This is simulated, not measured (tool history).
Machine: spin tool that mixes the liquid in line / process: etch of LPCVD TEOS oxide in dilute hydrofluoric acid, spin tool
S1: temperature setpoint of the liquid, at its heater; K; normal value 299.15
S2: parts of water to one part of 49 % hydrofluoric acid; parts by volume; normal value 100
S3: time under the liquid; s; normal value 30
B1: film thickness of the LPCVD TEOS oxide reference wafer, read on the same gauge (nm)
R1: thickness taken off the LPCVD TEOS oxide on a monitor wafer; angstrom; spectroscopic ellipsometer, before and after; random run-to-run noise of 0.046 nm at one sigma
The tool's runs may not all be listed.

run 1 hour=0 | S1=301.65 S2=100 S3=30 | B1=79.38 | R1=112.9
run 2 hour=22.7 | S1=301.65 S2=100 S3=30 | B1=79.33 | R1=113.5
run 3 hour=40.8 | S1=301.65 S2=100 S3=30 | B1=79.37 | R1=113.7
run 4 hour=64.3 | S1=301.65 S2=100 S3=25 | B1=79.29 | R1=94.2
-- hour=76.9 hydrofluoric acid flow meter replaced
run 5 hour=90.4 | S1=301.65 S2=100 S3=25 | B1=79.26 | R1=94.9
run 6 hour=103.2 | S1=301.65 S2=100 S3=25 | B1=79.25 | R1=94.3
run 7 hour=128.7 | S1=298.15 S2=65 S3=30 | B1=79.18 | R1=160.9
run 8 hour=148.8 | S1=299.15 S2=125 S3=30 | B1=79.17 | R1=79.7
run 9 hour=180.5 | S1=299.15 S2=100 S3=30 | B1=79.14 | R1=102.7
run 10 hour=200.8 | S1=299.15 S2=100 S3=45 | B1=79.12 | R1=153.2
run 11 hour=219.2 | S1=299.15 S2=100 S3=30 | B1=79.06 | R1=102.8
run 12 hour=248.3 | S1=299.15 S2=115 S3=30 | B1=79.02 | R1=87.9
run 13 hour=268.6 | S1=297.15 S2=130 S3=20 | B1=79.01 | R1=47
run 14 hour=285 | S1=299.15 S2=100 S3=30 | B1=78.96 | R1=102.9
run 15 hour=320.4 | S1=299.15 S2=80 S3=45 | B1=78.95 | R1=197.9
run 16 hour=338.7 | S1=301.65 S2=100 S3=50 | B1=78.9 | R1=188
run 17 hour=353.5 | S1=299.15 S2=140 S3=45 | B1=78.88 | R1=104.5
run 18 hour=381.9 | S1=299.15 S2=60 S3=40 | B1=78.85 | R1=239.7
run 19 hour=416.2 | S1=301.15 S2=140 S3=30 | B1=78.77 | R1=75.3
run 20 hour=448.5 | S1=299.15 S2=60 S3=40 | B1=78.78 | R1=238.6
-- hour=459.7 thermometer replaced
run 21 hour=474.5 | S1=294.15 S2=120 S3=45 | B1=78.72 | R1=102.7
-- hour=479 gauge calibrated
run 22 hour=503 | S1=299.15 S2=100 S3=35 | B1=80.09 | R1=121.6
run 23 hour=565.4 | S1=303.65 S2=130 S3=30 | B1=79.99 | R1=91.4
run 24 hour=593.7 | S1=299.15 S2=120 S3=15 | B1=79.93 | R1=42.4
run 25 hour=624.1 | S1=299.15 S2=100 S3=30 | B1=79.9 | R1=104.5
run 26 hour=691.9 | S1=294.65 S2=100 S3=30 | B1=79.81 | R1=87.2
run 27 hour=707.3 | S1=300.65 S2=100 S3=15 | B1=79.78 | R1=54.9
run 28 hour=731.9 | S1=299.15 S2=100 S3=30 | B1=79.73 | R1=104.3
run 29 hour=744 | S1=295.65 S2=100 S3=30 | B1=79.75 | R1=90.3
run 30 hour=763.9 | S1=299.15 S2=130 S3=30 | B1=79.71 | R1=77.1

Run 31 is up next; what results do you expect?
run 31 hour=790 | S1=303.15 S2=100 S3=45 | B1=? | R1=?

{"run 31": {"B1": 79.68, "R1": 181.2}}
Without the tool's hidden state the same run would have given R1 182 angstrom.
